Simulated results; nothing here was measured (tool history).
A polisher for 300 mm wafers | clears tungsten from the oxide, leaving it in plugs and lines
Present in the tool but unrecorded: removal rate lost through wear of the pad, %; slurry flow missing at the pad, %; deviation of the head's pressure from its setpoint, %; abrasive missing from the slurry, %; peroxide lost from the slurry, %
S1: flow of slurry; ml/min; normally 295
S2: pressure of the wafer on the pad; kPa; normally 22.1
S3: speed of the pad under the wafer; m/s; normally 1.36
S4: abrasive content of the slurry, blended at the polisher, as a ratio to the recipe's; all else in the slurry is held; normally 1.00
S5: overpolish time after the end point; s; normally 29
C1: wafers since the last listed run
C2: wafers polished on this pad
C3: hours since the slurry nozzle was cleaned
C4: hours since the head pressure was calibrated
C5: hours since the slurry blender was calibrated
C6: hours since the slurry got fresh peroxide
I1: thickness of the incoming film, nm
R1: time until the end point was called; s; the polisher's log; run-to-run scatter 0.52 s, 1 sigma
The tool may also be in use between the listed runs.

{"run": 1, "hour": 0.0, "S1": 295, "S2": 16.5, "S3": 1.36, "S4": 1.0, "S5": 29, "C1": 0, "C2": 6051, "C3": 375.2, "C4": 421.5, "C5": 236.4, "C6": 225.4, "I1": 318.9, "R1": 82.1}
{"hour": 53.7, "done": "worn pad replaced by a new one"}
{"run": 2, "hour": 72.8, "S1": 295, "S2": 22.1, "S3": 1.36, "S4": 0.7, "S5": 29, "C1": 622, "C2": 172, "C3": 448.0, "C4": 494.3, "C5": 309.2, "C6": 298.2, "I1": 318.2, "R1": 66.6}
{"run": 3, "hour": 118.3, "S1": 295, "S2": 22.1, "S3": 1.36, "S4": 1.0, "S5": 29, "C1": 411, "C2": 584, "C3": 493.5, "C4": 539.8, "C5": 354.7, "C6": 343.7, "I1": 321.1, "R1": 61.5}
{"run": 4, "hour": 165.5, "S1": 390, "S2": 22.1, "S3": 1.36, "S4": 1.0, "S5": 29, "C1": 427, "C2": 1011, "C3": 540.7, "C4": 587.0, "C5": 401.9, "C6": 390.9, "I1": 323.5, "R1": 59.6}
{"run": 5, "hour": 267.5, "S1": 240, "S2": 22.1, "S3": 1.36, "S4": 1.0, "S5": 29, "C1": 922, "C2": 1934, "C3": 642.7, "C4": 689.0, "C5": 503.9, "C6": 492.9, "I1": 326.1, "R1": 64.3}
{"run": 6, "hour": 356.0, "S1": 295, "S2": 17.2, "S3": 1.36, "S4": 1.15, "S5": 16, "C1": 800, "C2": 2734, "C3": 731.2, "C4": 777.5, "C5": 592.4, "C6": 581.4, "I1": 319.9, "R1": 74.3}
{"hour": 414.6, "done": "slurry nozzle cleaned"}
{"run": 7, "hour": 513.8, "S1": 295, "S2": 22.1, "S3": 1.36, "S4": 1.0, "S5": 29, "C1": 1418, "C2": 4153, "C3": 99.2, "C4": 935.3, "C5": 750.2, "C6": 739.2, "I1": 319.4, "R1": 60.5}
{"hour": 517.6, "done": "head pressure recalibrated"}
{"hour": 522.4, "done": "slurry tank refilled with fresh slurry and peroxide"}
{"run": 8, "hour": 557.1, "S1": 295, "S2": 22.1, "S3": 1.36, "S4": 1.0, "S5": 29, "C1": 364, "C2": 4518, "C3": 142.5, "C4": 39.5, "C5": 793.5, "C6": 34.7, "I1": 324.3, "R1": 65.1}
{"run": 9, "hour": 593.5, "S1": 295, "S2": 22.1, "S3": 1.36, "S4": 1.0, "S5": 29, "C1": 329, "C2": 4847, "C3": 178.9, "C4": 75.9, "C5": 829.9, "C6": 71.1, "I1": 317.5, "R1": 62.3}
{"run": 10, "hour": 641.8, "S1": 380, "S2": 22.1, "S3": 1.5, "S4": 1.2, "S5": 29, "C1": 436, "C2": 5284, "C3": 227.2, "C4": 124.2, "C5": 878.2, "C6": 119.4, "I1": 316.1, "R1": 53.1}
{"run": 11, "hour": 678.8, "S1": 295, "S2": 22.1, "S3": 1.36, "S4": 0.9, "S5": 38, "C1": 334, "C2": 5619, "C3": 264.2, "C4": 161.2, "C5": 915.2, "C6": 156.4, "I1": 324.9, "R1": 64.2}
{"hour": 689.9, "done": "slurry blender recalibrated"}
{"run": 12, "hour": 783.3, "S1": 295, "S2": 18.6, "S3": 1.36, "S4": 0.85, "S5": 29, "C1": 927, "C2": 6546, "C3": 368.7, "C4": 265.7, "C5": 93.4, "C6": 260.9, "I1": 326.4, "R1": 76.8}
{"hour": 857.8, "done": "worn pad replaced by a new one"}
{"run": 13, "hour": 988.5, "S1": 295, "S2": 22.1, "S3": 1.36, "S4": 1.0, "S5": 29, "C1": 1820, "C2": 1182, "C3": 573.9, "C4": 470.9, "C5": 298.6, "C6": 466.1, "I1": 322.9, "R1": 61.2}
{"run": 14, "hour": 1092.6, "S1": 295, "S2": 22.1, "S3": 1.36, "S4": 1.0, "S5": 13, "C1": 941, "C2": 2124, "C3": 678.0, "C4": 575.0, "C5": 402.7, "C6": 570.2, "I1": 320.6, "R1": 60.3}
{"hour": 1178.2, "done": "slurry nozzle cleaned"}
{"run": 15, "hour": 1198.1, "S1": 295, "S2": 17.9, "S3": 1.18, "S4": 1.1, "S5": 19, "C1": 945, "C2": 3069, "C3": 19.9, "C4": 680.5, "C5": 508.2, "C6": 675.7, "I1": 324.3, "R1": 81.1}
{"run": 16, "hour": 1256.1, "S1": 295, "S2": 28.3, "S3": 1.52, "S4": 1.0, "S5": 29, "C1": 524, "C2": 3594, "C3": 77.9, "C4": 738.5, "C5": 566.2, "C6": 733.7, "I1": 318.3, "R1": 43.6}

Expected results for the next run?
{"run": 17, "hour": 1339.1, "S1": 230, "S2": 22.1, "S3": 0.9, "S4": 1.0, "S5": 29, "C1": 750, "C2": 4345, "C3": 160.9, "C4": 821.5, "C5": 649.2, "C6": 816.7, "I1": 313.9, "R1": "?"}

R1: 81.5 s
With no hidden state in the tool, this same run would have given R1 85.2 s.
